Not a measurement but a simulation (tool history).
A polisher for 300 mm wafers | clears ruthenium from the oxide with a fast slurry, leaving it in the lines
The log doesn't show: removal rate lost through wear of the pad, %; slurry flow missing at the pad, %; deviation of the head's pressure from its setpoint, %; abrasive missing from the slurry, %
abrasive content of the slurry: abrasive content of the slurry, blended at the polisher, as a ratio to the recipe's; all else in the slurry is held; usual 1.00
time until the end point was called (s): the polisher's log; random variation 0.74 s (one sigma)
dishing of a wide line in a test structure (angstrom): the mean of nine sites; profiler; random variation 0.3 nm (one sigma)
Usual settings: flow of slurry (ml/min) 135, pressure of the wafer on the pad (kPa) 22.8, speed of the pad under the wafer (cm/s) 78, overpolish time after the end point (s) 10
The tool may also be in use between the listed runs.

run,day,flow of slurry (ml/min),pressure of the wafer on the pad (kPa),speed of the pad under the wafer (cm/s),abrasive content of the slurry,overpolish time after the end point (s),wafers since the last listed run,wafers polished on this pad,hours since the slurry nozzle was cleaned,hours since the head pressure was calibrated,hours since the slurry blender was calibrated,"incoming thickness of the incoming film, nm",time until the end point was called (s),dishing of a wide line in a test structure (angstrom)
1,0.000,135,22.8,78,1.00,10,0,1070,294.8,476.5,11.9,142.0,42.2,269
2,1.267,135,22.8,78,1.00,10,395,1465,325.2,506.9,42.3,140.1,42.1,265
# day 2.596: slurry nozzle cleaned
3,2.992,135,22.8,78,1.20,10,525,1991,9.5,548.3,83.7,141.1,37.2,291
4,3.996,135,22.8,78,1.20,10,313,2305,33.6,572.4,107.8,139.6,38.6,293
5,5.346,135,22.8,78,1.20,10,421,2727,66.0,604.8,140.2,137.5,36.9,289
# day 6.067: worn pad replaced by a new one
6,6.408,135,22.8,78,1.00,10,279,107,91.5,630.3,165.7,138.2,42.1,260
7,7.238,135,22.8,104,1.00,7,259,366,111.4,650.2,185.6,140.4,34.5,239
8,8.533,135,16.5,78,1.00,10,404,771,142.5,681.3,216.7,139.3,56.4,204
9,9.046,110,22.8,78,1.00,10,160,931,154.8,693.6,229.0,140.5,45.1,247
10,9.612,135,22.8,78,1.00,10,177,1108,168.4,707.2,242.6,140.0,43.5,258
11,11.225,135,22.8,60,1.00,10,503,1611,207.1,745.9,281.3,137.4,54.3,205
12,11.875,105,26.9,58,1.00,6,203,1814,222.7,761.5,296.9,140.0,51.7,135
13,12.421,170,17.2,78,0.90,4,170,1985,235.8,774.6,310.0,143.0,60.2,81
14,13.812,135,29.6,78,1.00,10,434,2420,269.2,808.0,343.4,139.0,35.4,314
15,15.217,135,22.8,78,1.00,10,438,2858,302.9,841.7,377.1,137.7,42.9,250
# day 16.488: worn pad replaced by a new one
16,16.688,95,22.8,78,1.00,10,407,62,338.2,877.0,412.4,141.3,47.2,234
17,17.196,115,22.8,78,1.30,14,158,221,350.4,889.2,424.6,141.9,38.7,387
# day 17.425: slurry nozzle cleaned
18,17.829,160,22.8,78,1.20,10,184,406,9.7,904.4,439.8,139.5,38.5,290
# day 18.375: head pressure recalibrated
19,18.846,135,22.8,78,1.00,10,291,697,34.1,11.3,464.2,139.6,40.4,272
# day 19.008: slurry blender recalibrated
20,19.529,135,15.2,78,1.00,10,187,885,50.5,27.7,12.5,141.7,57.9,196
21,20.712,170,15.9,64,0.80,10,369,1254,78.9,56.1,40.9,137.9,77.7,147
22,21.325,165,22.8,56,0.85,15,191,1446,93.6,70.8,55.6,137.6,58.1,271
23,22.538,160,29.6,78,1.00,8,378,1824,122.7,99.9,84.7,140.7,32.5,275
24,23.221,135,22.8,92,1.00,15,213,2038,139.1,116.3,101.1,138.2,35.1,443
25,24.142,90,22.8,78,0.80,10,287,2326,161.2,138.4,123.2,139.6,56.1,200
# day 25.775: worn pad replaced by a new one
26,28.454,135,22.8,78,1.00,10,1295,837,264.7,241.9,226.7,137.5,40.3,263
27,29.592,115,15.2,96,0.85,10,355,1192,292.0,269.2,254.0,141.5,59.0,193
28,30.900,135,18.6,78,1.00,10,408,1601,323.4,300.6,285.4,140.8,51.6,222
29,31.725,135,22.8,78,1.00,7,257,1858,343.2,320.4,305.2,141.3,42.7,189

The tool's hidden state at each run:
removal rate lost through wear of the pad, %: 0 in every run
slurry flow missing at the pad, %: 0 in every run
abrasive missing from the slurry, %: 0 in every run
H1: deviation of the head's pressure from its setpoint, %
run,H1
1,-2.95
2,-3.31
3,-3.79
4,-4.08
5,-4.46
6,-4.76
7,-4.99
8,-5.35
9,-5.5
10,-5.66
11,-6.11
12,-6.29
13,-6.45
14,-6.84
15,-7.23
16,-7.65
17,-7.79
18,-7.97
19,0.196
20,0.00331
21,-0.33
22,-0.502
23,-0.843
24,-1.04
25,-1.29
26,-2.51
27,-2.83
28,-3.2
29,-3.43

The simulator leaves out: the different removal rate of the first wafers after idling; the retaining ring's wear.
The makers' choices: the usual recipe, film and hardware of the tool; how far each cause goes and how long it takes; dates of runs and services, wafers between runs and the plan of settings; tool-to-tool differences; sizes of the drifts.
